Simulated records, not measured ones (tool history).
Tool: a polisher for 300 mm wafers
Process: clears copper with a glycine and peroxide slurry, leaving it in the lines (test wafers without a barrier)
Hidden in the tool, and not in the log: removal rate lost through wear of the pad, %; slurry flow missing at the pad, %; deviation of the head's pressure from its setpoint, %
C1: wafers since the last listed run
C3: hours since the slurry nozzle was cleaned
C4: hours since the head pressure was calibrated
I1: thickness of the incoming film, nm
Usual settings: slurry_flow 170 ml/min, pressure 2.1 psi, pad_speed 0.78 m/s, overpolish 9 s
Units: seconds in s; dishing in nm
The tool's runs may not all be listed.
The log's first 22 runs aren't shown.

Run 23, day 74.538: usual settings; C1 416; wafers polished on this pad 472; C3 348.5; C4 164.1; I1 459.8. Result: seconds 156.7 s, dishing 21.4 nm.
At day 77.317: slurry nozzle cleaned.
Run 24, day 77.925: usual settings; C1 434; wafers polished on this pad 907; C3 14.6; C4 245.4; I1 466.2. Result: seconds 136.7 s, dishing 23.9 nm.
Run 25, day 79.750: usual settings but slurry_flow 195 ml/min, pressure 2.6 psi, pad_speed 0.96 m/s, overpolish 12 s; C1 237; wafers polished on this pad 1144; C3 58.4; C4 289.2; I1 473.5. Result: seconds 100.9 s, dishing 39.0 nm.
Run 26, day 83.950: usual settings but pressure 1.7 psi, pad_speed 0.60 m/s, overpolish 11 s; C1 545; wafers polished on this pad 1690; C3 159.2; C4 390.0; I1 472.9. Result: seconds 207.6 s, dishing 19.9 nm.
Run 27, day 86.092: usual settings but pressure 2.5 psi, pad_speed 0.52 m/s; C1 278; wafers polished on this pad 1968; C3 210.6; C4 441.4; I1 466.5. Result: seconds 171.2 s, dishing 18.7 nm.
Run 28, day 89.325: usual settings but pressure 2.6 psi, overpolish 7 s; C1 420; wafers polished on this pad 2388; C3 288.2; C4 519.0; I1 468.9. Result: seconds 127.0 s, dishing 19.8 nm.
At day 89.929: head pressure recalibrated.
At day 90.808: worn pad replaced by a new one.
Run 29, day 92.592: usual settings but slurry_flow 145 ml/min, pressure 1.8 psi, pad_speed 0.98 m/s, overpolish 11 s; C1 391; wafers polished on this pad 231; C3 366.6; C4 63.9; I1 476.3. Result: seconds 154.4 s, dishing 24.7 nm.
Run 30, day 94.450: usual settings but slurry_flow 125 ml/min, pad_speed 0.96 m/s; C1 241; wafers polished on this pad 473; C3 411.2; C4 108.5; I1 463.4. Result: seconds 146.5 s, dishing 21.7 nm.

Forecast run 31:
At day 95.471: slurry nozzle cleaned.
Run 31, day 96.429: usual settings but overpolish 13 s; C1 251; wafers polished on this pad 725; C3 23.0; C4 156.0; I1 476.0. Result: seconds ?, dishing ?.

Run 31 gave seconds 140.9 s, dishing 31.2 nm.
Without the tool's hidden state the same run would have given seconds 137.8 s, dishing 31.8 nm.
